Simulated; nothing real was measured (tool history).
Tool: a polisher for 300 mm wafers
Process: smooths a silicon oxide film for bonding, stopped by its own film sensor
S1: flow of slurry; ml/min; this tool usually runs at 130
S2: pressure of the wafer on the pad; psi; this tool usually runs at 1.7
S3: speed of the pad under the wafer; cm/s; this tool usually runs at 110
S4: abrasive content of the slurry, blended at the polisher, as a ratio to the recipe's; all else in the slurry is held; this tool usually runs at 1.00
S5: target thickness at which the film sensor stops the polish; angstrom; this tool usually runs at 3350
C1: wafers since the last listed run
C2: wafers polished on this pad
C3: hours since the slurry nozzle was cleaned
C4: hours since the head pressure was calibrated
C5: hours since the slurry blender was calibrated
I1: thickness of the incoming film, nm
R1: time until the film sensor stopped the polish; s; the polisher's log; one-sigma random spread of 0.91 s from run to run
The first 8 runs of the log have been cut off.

run   hour   S1   S2   S3    S4    S5   C1   C2     C3     C4     C5     I1     R1
  9   89.7  130  1.7  110  1.00  3470   52  513  746.5  383.5  383.0  372.8   43.6
 10   97.0  130  1.7  110  1.00  3350   52  566  753.8  390.8  390.3  383.3   80.3
      99.5  -- slurry blender recalibrated
     104.7  -- head pressure recalibrated
 11  107.3  130  1.7  110  1.00  3350   45  611  764.1    2.6    7.8  378.2   73.6
 12  116.4  130  1.7  110  1.00  3350   65  677  773.2   11.7   16.9  376.9   68.3
     134.1  -- worn pad replaced by a new one
 13  134.6  130  1.7  110  1.00  3350  102    3  791.4   29.9   35.1  383.3   81.9
 14  150.0  130  1.7  110  1.00  3350  111  115  806.8   45.3   50.5  376.6   68.3
 15  161.5  130  1.7  126  1.00  3510   83  198  818.3   56.8   62.0  379.2   42.5
 16  174.5  130  1.4  110  1.00  3350   94  292  831.3   69.8   75.0  382.1   90.1
     188.0  -- slurry nozzle cleaned
 17  190.2  130  1.7  110  1.00  3450  106  399    2.2   85.5   90.7  379.3   57.7
 18  197.4  130  1.7  110  1.00  3350   52  451    9.4   92.7   97.9  375.6   67.3
 19  208.8  150  1.7  110  1.00  3280   82  533   20.8  104.1  109.3  380.3   84.7
 20  215.3  145  1.7  110  1.00  3350   47  580   27.3  110.6  115.8  384.8   80.7
     229.3  -- worn pad replaced by a new one
 21  233.0  130  1.7  110  1.00  3350   99   27   45.0  128.3  133.5  383.5   79.5
 22  249.5   90  1.2  110  0.75  3350  119  146   61.5  144.8  150.0  379.0  115.4
 23  264.1  130  1.7  110  1.00  3350  105  252   76.1  159.4  164.6  379.1   74.1
 24  278.7  130  1.7  110  1.00  3350  105  358   90.7  174.0  179.2  375.1   65.3
 25  287.0  100  2.3   72  1.00  3220   60  418   99.0  182.3  187.5  376.4  102.2
 26  298.0  130  1.7  110  1.00  3350   79  497  110.0  193.3  198.5  376.7   70.6
 27  311.0  130  1.7  110  1.00  3350   94  592  123.0  206.3  211.5  375.6   66.2
 28  318.1  130  1.7   74  1.00  3350   51  643  130.1  213.4  218.6  377.6   94.1
     337.5  -- worn pad replaced by a new one
 29  338.0  130  1.7  110  1.00  3350  115    3  150.0  233.3  238.5  379.7   76.0
 30  350.2  130  1.7  110  0.75  3350   88   91  162.2  245.5  250.7  379.1   79.0

Forecast each of these 4 alternatives for the next run:
  A  350.6  130  1.7  110  1.00  3410   2  94  162.6  245.9  251.1  374.8   ?
  B  350.6   90  1.1  110  1.15  3410   2  94  162.6  245.9  251.1  374.8   ?
  C  350.6  160  1.1  110  1.20  3350   2  94  162.6  245.9  251.1  374.8   ?
  D  350.6  115  1.7  110  1.00  3490   2  94  162.6  245.9  251.1  374.8   ?

run    R1
  A  55.6
  B  82.9
  C  85.2
  D  43.5
What these runs would have given with no unlogged condition in the tool:
run    R1
  A  55.6
  B  82.9
  C  85.2
  D  43.5
